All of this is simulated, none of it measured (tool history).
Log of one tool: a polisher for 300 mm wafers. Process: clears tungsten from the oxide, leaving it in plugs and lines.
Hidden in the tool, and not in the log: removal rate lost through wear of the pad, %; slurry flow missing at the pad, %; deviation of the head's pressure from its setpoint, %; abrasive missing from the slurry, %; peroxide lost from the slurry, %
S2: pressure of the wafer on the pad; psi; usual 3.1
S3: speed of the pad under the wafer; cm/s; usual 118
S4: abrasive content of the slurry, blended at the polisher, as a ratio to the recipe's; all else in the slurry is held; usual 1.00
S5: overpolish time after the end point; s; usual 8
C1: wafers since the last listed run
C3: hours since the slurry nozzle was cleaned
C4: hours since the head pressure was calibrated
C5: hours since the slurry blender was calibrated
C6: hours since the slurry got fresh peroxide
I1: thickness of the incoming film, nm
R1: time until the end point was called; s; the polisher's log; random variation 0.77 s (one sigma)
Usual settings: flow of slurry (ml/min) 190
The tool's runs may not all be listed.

Run 1, day 0.000: usual settings; C1 0; wafers polished on this pad 274; C3 386.9; C4 775.9; C5 129.2; C6 106.2; I1 314.1. Result: R1 64.1 s.
Run 2, day 0.633: usual settings; C1 221; wafers polished on this pad 496; C3 402.1; C4 791.1; C5 144.4; C6 121.4; I1 310.0. Result: R1 62.3 s.
Run 3, day 0.929: usual settings; C1 103; wafers polished on this pad 599; C3 409.2; C4 798.2; C5 151.5; C6 128.5; I1 308.1. Result: R1 63.0 s.
At day 1.112: slurry tank refilled with fresh slurry and peroxide.
At day 1.162: worn pad replaced by a new one.
Run 4, day 1.604: usual settings; C1 204; wafers polished on this pad 154; C3 425.4; C4 814.4; C5 167.7; C6 11.8; I1 312.0. Result: R1 64.1 s.
Run 5, day 2.696: usual settings; C1 381; wafers polished on this pad 535; C3 451.6; C4 840.6; C5 193.9; C6 38.0; I1 307.0. Result: R1 63.9 s.
At day 3.062: worn pad replaced by a new one.
Run 6, day 3.083: usual settings but S2 3.5 psi; C1 77; wafers polished on this pad 6; C3 460.9; C4 849.9; C5 203.2; C6 47.3; I1 306.2. Result: R1 56.6 s.
Run 7, day 3.696: usual settings; C1 214; wafers polished on this pad 220; C3 475.6; C4 864.6; C5 217.9; C6 62.0; I1 306.2. Result: R1 64.6 s.
Run 8, day 3.983: usual settings but flow of slurry (ml/min) 240, S5 11 s; C1 100; wafers polished on this pad 321; C3 482.5; C4 871.5; C5 224.8; C6 68.9; I1 316.2. Result: R1 63.4 s.
Run 9, day 4.542: usual settings but flow of slurry (ml/min) 240, S5 11 s; C1 195; wafers polished on this pad 516; C3 495.9; C4 884.9; C5 238.2; C6 82.3; I1 310.9. Result: R1 63.7 s.
At day 5.412: worn pad replaced by a new one.
At day 5.512: slurry blender recalibrated.
Run 10, day 5.533: usual settings but flow of slurry (ml/min) 240, S5 11 s; C1 259; wafers polished on this pad 13; C3 519.7; C4 908.7; C5 0.5; C6 106.1; I1 307.3. Result: R1 62.6 s.
Run 11, day 5.604: usual settings but flow of slurry (ml/min) 230, S2 2.3 psi, S3 100 cm/s, S4 1.15; C1 24; wafers polished on this pad 38; C3 521.4; C4 910.4; C5 2.2; C6 107.8; I1 309.9. Result: R1 97.8 s.
At day 6.538: slurry tank refilled with fresh slurry and peroxide.
Run 12, day 6.658: usual settings but flow of slurry (ml/min) 220; C1 353; wafers polished on this pad 391; C3 546.7; C4 935.7; C5 27.5; C6 2.9; I1 308.4. Result: R1 66.9 s.
Run 13, day 7.221: usual settings but S3 100 cm/s, S5 10 s; C1 196; wafers polished on this pad 588; C3 560.2; C4 949.2; C5 41.0; C6 16.4; I1 311.1. Result: R1 81.9 s.
At day 7.362: slurry nozzle cleaned.
At day 7.742: worn pad replaced by a new one.
Run 14, day 7.762: usual settings; C1 116; wafers polished on this pad 7; C3 9.6; C4 962.2; C5 54.0; C6 29.4; I1 307.9. Result: R1 60.6 s.
At day 8.183: head pressure recalibrated.
Run 15, day 8.250: usual settings but flow of slurry (ml/min) 240, S5 11 s; C1 141; wafers polished on this pad 148; C3 21.3; C4 1.6; C5 65.7; C6 41.1; I1 312.3. Result: R1 58.3 s.
Run 16, day 8.812: usual settings but flow of slurry (ml/min) 255, S3 96 cm/s; C1 196; wafers polished on this pad 345; C3 34.8; C4 15.1; C5 79.2; C6 54.6; I1 309.8. Result: R1 70.6 s.
Run 17, day 9.308: usual settings but flow of slurry (ml/min) 255, S3 138 cm/s, S4 1.10; C1 173; wafers polished on this pad 518; C3 46.7; C4 27.0; C5 91.1; C6 66.5; I1 309.6. Result: R1 48.4 s.
At day 9.617: worn pad replaced by a new one.
Run 18, day 9.950: usual settings; C1 166; wafers polished on this pad 116; C3 62.1; C4 42.4; C5 106.5; C6 81.9; I1 310.7. Result: R1 60.6 s.
Run 19, day 10.517: usual settings but S4 1.10, S5 11 s; C1 198; wafers polished on this pad 314; C3 75.7; C4 56.0; C5 120.1; C6 95.5; I1 307.8. Result: R1 59.3 s.
Run 20, day 10.854: usual settings but flow of slurry (ml/min) 250, S3 152 cm/s, S4 0.85, S5 11 s; C1 117; wafers polished on this pad 432; C3 83.8; C4 64.1; C5 128.2; C6 103.6; I1 312.7. Result: R1 47.5 s.

The tool's hidden state at each run:
removal rate lost through wear of the pad, %: 0 in every run
deviation of the head's pressure from its setpoint, %: 0 in every run
abrasive missing from the slurry, %: 0 in every run
peroxide lost from the slurry, %: 0 in every run
H1: slurry flow missing at the pad, %
run    H1
  1  24.1
  2    26
  3  26.8
  4  28.9
  5  32.4
  6  33.7
  7  35.8
  8  36.8
  9  38.8
 10  42.4
 11  42.7
 12  46.8
 13  49.1
 14  1.06
 15  1.12
 16  1.23
 17  1.38
 18  1.63
 19  1.92
 20  2.12
